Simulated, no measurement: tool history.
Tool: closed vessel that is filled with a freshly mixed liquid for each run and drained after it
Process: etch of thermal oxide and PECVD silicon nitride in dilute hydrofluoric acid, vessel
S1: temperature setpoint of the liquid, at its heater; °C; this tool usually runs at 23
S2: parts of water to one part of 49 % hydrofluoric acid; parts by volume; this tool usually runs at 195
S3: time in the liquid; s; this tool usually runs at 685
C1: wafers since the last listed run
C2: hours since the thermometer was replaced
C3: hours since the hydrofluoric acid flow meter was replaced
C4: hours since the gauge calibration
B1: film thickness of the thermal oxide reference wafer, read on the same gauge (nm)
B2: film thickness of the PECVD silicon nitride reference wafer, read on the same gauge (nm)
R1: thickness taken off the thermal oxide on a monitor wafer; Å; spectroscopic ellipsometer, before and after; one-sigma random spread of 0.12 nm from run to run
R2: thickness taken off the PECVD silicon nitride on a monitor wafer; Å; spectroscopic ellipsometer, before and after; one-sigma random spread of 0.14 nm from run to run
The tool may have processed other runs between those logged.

{"run": 1, "hour": 0.0, "S1": 23, "S2": 195, "S3": 685, "C1": 0, "C2": 523.5, "C3": 1924.8, "C4": 1324.3, "B1": 129.99, "B2": 59.99, "R1": 144.3, "R2": 148}
{"hour": 59.0, "done": "hydrofluoric acid flow meter replaced"}
{"run": 2, "hour": 77.3, "S1": 23, "S2": 195, "S3": 685, "C1": 4253, "C2": 600.8, "C3": 18.3, "C4": 1401.6, "B1": 130.02, "B2": 60.01, "R1": 144.6, "R2": 151.3}
{"run": 3, "hour": 182.7, "S1": 23, "S2": 195, "S3": 685, "C1": 5875, "C2": 706.2, "C3": 123.7, "C4": 1507, "B1": 129.98, "B2": 59.97, "R1": 144.3, "R2": 150.1}
{"run": 4, "hour": 260.5, "S1": 23, "S2": 265, "S3": 685, "C1": 4336, "C2": 784, "C3": 201.5, "C4": 1584.8, "B1": 130.01, "B2": 60.01, "R1": 98.5, "R2": 110.3}
{"hour": 291.3, "done": "thermometer replaced"}
{"run": 5, "hour": 302.7, "S1": 27, "S2": 270, "S3": 430, "C1": 2296, "C2": 11.4, "C3": 243.7, "C4": 1627, "B1": 130.01, "B2": 59.99, "R1": 69.1, "R2": 86.7}
{"run": 6, "hour": 367.5, "S1": 25, "S2": 275, "S3": 835, "C1": 3612, "C2": 76.2, "C3": 308.5, "C4": 1691.8, "B1": 129.97, "B2": 60.01, "R1": 125.3, "R2": 148.4}
{"hour": 392.4, "done": "gauge calibrated"}
{"run": 7, "hour": 429.0, "S1": 23, "S2": 195, "S3": 685, "C1": 3428, "C2": 137.7, "C3": 370, "C4": 36.6, "B1": 129.98, "B2": 59.99, "R1": 144.2, "R2": 152.4}
{"run": 8, "hour": 526.3, "S1": 25.5, "S2": 135, "S3": 685, "C1": 5423, "C2": 235, "C3": 467.3, "C4": 133.9, "B1": 129.98, "B2": 59.97, "R1": 241.8, "R2": 252.8}
{"run": 9, "hour": 605.3, "S1": 26.5, "S2": 195, "S3": 1035, "C1": 4403, "C2": 314, "C3": 546.3, "C4": 212.9, "B1": 129.96, "B2": 60, "R1": 249.8, "R2": 274.8}
{"run": 10, "hour": 692.1, "S1": 25.5, "S2": 170, "S3": 345, "C1": 4838, "C2": 400.8, "C3": 633.1, "C4": 299.7, "B1": 130.01, "B2": 60, "R1": 94.5, "R2": 100.1}
{"run": 11, "hour": 897.5, "S1": 19.5, "S2": 140, "S3": 275, "C1": 11449, "C2": 606.2, "C3": 838.5, "C4": 505.1, "B1": 130.01, "B2": 59.98, "R1": 73.7, "R2": 65.9}
{"run": 12, "hour": 962.8, "S1": 18.5, "S2": 195, "S3": 685, "C1": 3639, "C2": 671.5, "C3": 903.8, "C4": 570.4, "B1": 129.98, "B2": 60, "R1": 121.7, "R2": 111.4}
{"hour": 1062.4, "done": "thermometer replaced"}
{"run": 13, "hour": 1062.9, "S1": 23, "S2": 285, "S3": 685, "C1": 5524, "C2": 0.5, "C3": 1003.9, "C4": 670.5, "B1": 130.01, "B2": 60.01, "R1": 90.3, "R2": 103.2}
{"run": 14, "hour": 1146.7, "S1": 23, "S2": 195, "S3": 1015, "C1": 4671, "C2": 84.3, "C3": 1087.7, "C4": 754.3, "B1": 130.04, "B2": 59.99, "R1": 214.1, "R2": 219.5}
{"run": 15, "hour": 1217.5, "S1": 28, "S2": 195, "S3": 685, "C1": 3946, "C2": 155.1, "C3": 1158.5, "C4": 825.1, "B1": 130.01, "B2": 59.99, "R1": 172.1, "R2": 204.7}
{"run": 16, "hour": 1278.6, "S1": 18.5, "S2": 265, "S3": 435, "C1": 3405, "C2": 216.2, "C3": 1219.6, "C4": 886.2, "B1": 130, "B2": 60, "R1": 53.5, "R2": 52.5}
{"run": 17, "hour": 1378.3, "S1": 23, "S2": 285, "S3": 910, "C1": 5557, "C2": 315.9, "C3": 1319.3, "C4": 985.9, "B1": 130.04, "B2": 59.99, "R1": 121.8, "R2": 135.2}
{"run": 18, "hour": 1429.7, "S1": 23, "S2": 195, "S3": 685, "C1": 2865, "C2": 367.3, "C3": 1370.7, "C4": 1037.3, "B1": 129.97, "B2": 60.01, "R1": 146.4, "R2": 149}
{"run": 19, "hour": 1478.9, "S1": 21, "S2": 195, "S3": 880, "C1": 2742, "C2": 416.5, "C3": 1419.9, "C4": 1086.5, "B1": 130.03, "B2": 59.96, "R1": 171.4, "R2": 167.1}
{"run": 20, "hour": 1577.7, "S1": 19, "S2": 140, "S3": 805, "C1": 5507, "C2": 515.3, "C3": 1518.7, "C4": 1185.3, "B1": 130.02, "B2": 60.01, "R1": 211.4, "R2": 184.9}
{"run": 21, "hour": 1671.7, "S1": 25, "S2": 170, "S3": 880, "C1": 5239, "C2": 609.3, "C3": 1612.7, "C4": 1279.3, "B1": 130.01, "B2": 60.02, "R1": 238, "R2": 254.5}
{"run": 22, "hour": 1748.5, "S1": 23, "S2": 275, "S3": 685, "C1": 4281, "C2": 686.1, "C3": 1689.5, "C4": 1356.1, "B1": 130.04, "B2": 60.01, "R1": 96, "R2": 105.9}
{"run": 23, "hour": 1831.1, "S1": 25.5, "S2": 140, "S3": 445, "C1": 4604, "C2": 768.7, "C3": 1772.1, "C4": 1438.7, "B1": 130.01, "B2": 59.98, "R1": 153.7, "R2": 154.4}
{"hour": 1851.2, "done": "gauge calibrated"}
{"run": 24, "hour": 1883.1, "S1": 23, "S2": 270, "S3": 1020, "C1": 2898, "C2": 820.7, "C3": 1824.1, "C4": 31.9, "B1": 129.99, "B2": 59.98, "R1": 144.2, "R2": 162.1}

Hidden state at the last listed run before each entry between runs and at the first one after, where it differs:
After run 1, before run 2: hydrofluoric acid flow meter replaced (hour 59)
  nothing in the hidden state changes from one run to the other
After run 4, before run 5: thermometer replaced (hour 291.3)
  nothing in the hidden state changes from one run to the other
After run 6, before run 7: gauge calibrated (hour 392.4)
  nothing in the hidden state changes from one run to the other
After run 12, before run 13: thermometer replaced (hour 1062.4)
  nothing in the hidden state changes from one run to the other
After run 23, before run 24: gauge calibrated (hour 1851.2)
  nothing in the hidden state changes from one run to the other
